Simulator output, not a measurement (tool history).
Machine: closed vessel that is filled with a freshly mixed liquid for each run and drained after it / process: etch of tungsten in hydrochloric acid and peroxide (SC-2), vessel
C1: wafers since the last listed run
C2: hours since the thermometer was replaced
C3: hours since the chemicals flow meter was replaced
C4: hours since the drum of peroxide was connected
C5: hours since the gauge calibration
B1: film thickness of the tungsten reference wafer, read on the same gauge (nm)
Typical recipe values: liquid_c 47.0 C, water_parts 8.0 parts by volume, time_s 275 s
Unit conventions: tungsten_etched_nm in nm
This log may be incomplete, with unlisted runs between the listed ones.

run 1 hour=0.0 | liquid_c=47.0 water_parts=8.0 time_s=275 | C1=0 C2=796.9 C3=1414.3 C4=963.4 C5=2020.2 | B1=59.99 | tungsten_etched_nm=54.10
run 2 hour=49.7 | liquid_c=41.0 water_parts=8.0 time_s=395 | C1=6023 C2=846.6 C3=1464.0 C4=1013.1 C5=2069.9 | B1=60.02 | tungsten_etched_nm=51.08
run 3 hour=92.5 | liquid_c=47.0 water_parts=8.0 time_s=275 | C1=5186 C2=889.4 C3=1506.8 C4=1055.9 C5=2112.7 | B1=59.95 | tungsten_etched_nm=53.67
run 4 hour=134.3 | liquid_c=47.0 water_parts=8.0 time_s=275 | C1=5065 C2=931.2 C3=1548.6 C4=1097.7 C5=2154.5 | B1=59.97 | tungsten_etched_nm=53.55
run 5 hour=165.0 | liquid_c=40.0 water_parts=8.0 time_s=275 | C1=3720 C2=961.9 C3=1579.3 C4=1128.4 C5=2185.2 | B1=60.00 | tungsten_etched_nm=32.95
-- hour=213.7 new drum of peroxide connected
run 6 hour=221.9 | liquid_c=40.0 water_parts=8.0 time_s=275 | C1=6774 C2=1018.8 C3=1636.2 C4=8.2 C5=2242.1 | B1=60.00 | tungsten_etched_nm=34.96
run 7 hour=290.9 | liquid_c=40.0 water_parts=8.0 time_s=275 | C1=8361 C2=1087.8 C3=1705.2 C4=77.2 C5=2311.1 | B1=59.99 | tungsten_etched_nm=34.79
-- hour=313.7 gauge calibrated
run 8 hour=362.6 | liquid_c=47.0 water_parts=8.0 time_s=275 | C1=8689 C2=1159.5 C3=1776.9 C4=148.9 C5=48.9 | B1=60.05 | tungsten_etched_nm=55.87
run 9 hour=408.5 | liquid_c=47.0 water_parts=8.0 time_s=275 | C1=5562 C2=1205.4 C3=1822.8 C4=194.8 C5=94.8 | B1=59.99 | tungsten_etched_nm=56.13
run 10 hour=453.3 | liquid_c=47.0 water_parts=8.0 time_s=275 | C1=5429 C2=1250.2 C3=1867.6 C4=239.6 C5=139.6 | B1=60.00 | tungsten_etched_nm=56.13
run 11 hour=492.4 | liquid_c=40.0 water_parts=8.0 time_s=275 | C1=4738 C2=1289.3 C3=1906.7 C4=278.7 C5=178.7 | B1=60.01 | tungsten_etched_nm=34.44
run 12 hour=524.2 | liquid_c=43.5 water_parts=9.5 time_s=430 | C1=3853 C2=1321.1 C3=1938.5 C4=310.5 C5=210.5 | B1=59.98 | tungsten_etched_nm=59.50
run 13 hour=556.8 | liquid_c=47.0 water_parts=10.0 time_s=400 | C1=3950 C2=1353.7 C3=1971.1 C4=343.1 C5=243.1 | B1=59.99 | tungsten_etched_nm=68.20
run 14 hour=616.4 | liquid_c=42.5 water_parts=4.5 time_s=275 | C1=7222 C2=1413.3 C3=2030.7 C4=402.7 C5=302.7 | B1=59.98 | tungsten_etched_nm=63.29
run 15 hour=642.8 | liquid_c=47.0 water_parts=8.0 time_s=275 | C1=3199 C2=1439.7 C3=2057.1 C4=429.1 C5=329.1 | B1=59.98 | tungsten_etched_nm=55.83
-- hour=668.7 chemicals flow meter replaced
-- hour=680.3 thermometer replaced
run 16 hour=680.6 | liquid_c=38.0 water_parts=7.0 time_s=390 | C1=4338 C2=0.3 C3=11.9 C4=466.9 C5=366.9 | B1=60.02 | tungsten_etched_nm=45.60
run 17 hour=714.9 | liquid_c=47.0 water_parts=8.0 time_s=160 | C1=4156 C2=34.6 C3=46.2 C4=501.2 C5=401.2 | B1=60.00 | tungsten_etched_nm=31.64
run 18 hour=745.3 | liquid_c=38.0 water_parts=8.0 time_s=205 | C1=3684 C2=65.0 C3=76.6 C4=531.6 C5=431.6 | B1=60.03 | tungsten_etched_nm=21.48
run 19 hour=786.5 | liquid_c=47.0 water_parts=7.0 time_s=390 | C1=4992 C2=106.2 C3=117.8 C4=572.8 C5=472.8 | B1=59.99 | tungsten_etched_nm=85.78
run 20 hour=826.0 | liquid_c=42.5 water_parts=8.0 time_s=400 | C1=4786 C2=145.7 C3=157.3 C4=612.3 C5=512.3 | B1=59.99 | tungsten_etched_nm=57.71
run 21 hour=851.5 | liquid_c=47.0 water_parts=8.0 time_s=275 | C1=3090 C2=171.2 C3=182.8 C4=637.8 C5=537.8 | B1=60.00 | tungsten_etched_nm=54.31
run 22 hour=900.2 | liquid_c=47.0 water_parts=8.0 time_s=275 | C1=5901 C2=219.9 C3=231.5 C4=686.5 C5=586.5 | B1=59.99 | tungsten_etched_nm=53.72
run 23 hour=968.3 | liquid_c=47.0 water_parts=9.0 time_s=275 | C1=8252 C2=288.0 C3=299.6 C4=754.6 C5=654.6 | B1=60.02 | tungsten_etched_nm=49.04
run 24 hour=1030.3 | liquid_c=47.0 water_parts=8.0 time_s=275 | C1=7513 C2=350.0 C3=361.6 C4=816.6 C5=716.6 | B1=60.02 | tungsten_etched_nm=53.77
run 25 hour=1074.2 | liquid_c=47.0 water_parts=5.5 time_s=365 | C1=5320 C2=393.9 C3=405.5 C4=860.5 C5=760.5 | B1=59.99 | tungsten_etched_nm=95.30
run 26 hour=1144.3 | liquid_c=47.0 water_parts=6.0 time_s=140 | C1=8495 C2=464.0 C3=475.6 C4=930.6 C5=830.6 | B1=59.98 | tungsten_etched_nm=34.07
run 27 hour=1199.1 | liquid_c=50.5 water_parts=11.5 time_s=425 | C1=6641 C2=518.8 C3=530.4 C4=985.4 C5=885.4 | B1=59.99 | tungsten_etched_nm=77.59
run 28 hour=1251.7 | liquid_c=47.0 water_parts=8.0 time_s=275 | C1=6374 C2=571.4 C3=583.0 C4=1038.0 C5=938.0 | B1=60.02 | tungsten_etched_nm=53.76
run 29 hour=1298.2 | liquid_c=47.0 water_parts=7.0 time_s=275 | C1=5635 C2=617.9 C3=629.5 C4=1084.5 C5=984.5 | B1=59.98 | tungsten_etched_nm=59.38
run 30 hour=1332.4 | liquid_c=47.0 water_parts=11.0 time_s=170 | C1=4144 C2=652.1 C3=663.7 C4=1118.7 C5=1018.7 | B1=59.99 | tungsten_etched_nm=25.25

Each row is a separate what-if for the run after 30, all from the same tool condition, not one after another. Results?
run A hour=1333.1 | liquid_c=47.0 water_parts=8.0 time_s=275 | C1=84 C2=652.8 C3=664.4 C4=1119.4 C5=1019.4 | B1=? | tungsten_etched_nm=?
run B hour=1333.1 | liquid_c=41.0 water_parts=5.0 time_s=275 | C1=84 C2=652.8 C3=664.4 C4=1119.4 C5=1019.4 | B1=? | tungsten_etched_nm=?
run C hour=1333.1 | liquid_c=57.0 water_parts=8.0 time_s=275 | C1=84 C2=652.8 C3=664.4 C4=1119.4 C5=1019.4 | B1=? | tungsten_etched_nm=?
run D hour=1333.1 | liquid_c=40.0 water_parts=9.5 time_s=430 | C1=84 C2=652.8 C3=664.4 C4=1119.4 C5=1019.4 | B1=? | tungsten_etched_nm=?

run=A B1=59.98 tungsten_etched_nm=53.23
run=B B1=59.98 tungsten_etched_nm=50.35
run=C B1=59.98 tungsten_etched_nm=102.73
run=D B1=59.98 tungsten_etched_nm=44.52
Without the tool's unlogged condition, the same runs would have read:
run=A tungsten_etched_nm=54.99
run=B tungsten_etched_nm=51.85
run=C tungsten_etched_nm=106.25
run=D tungsten_etched_nm=45.98
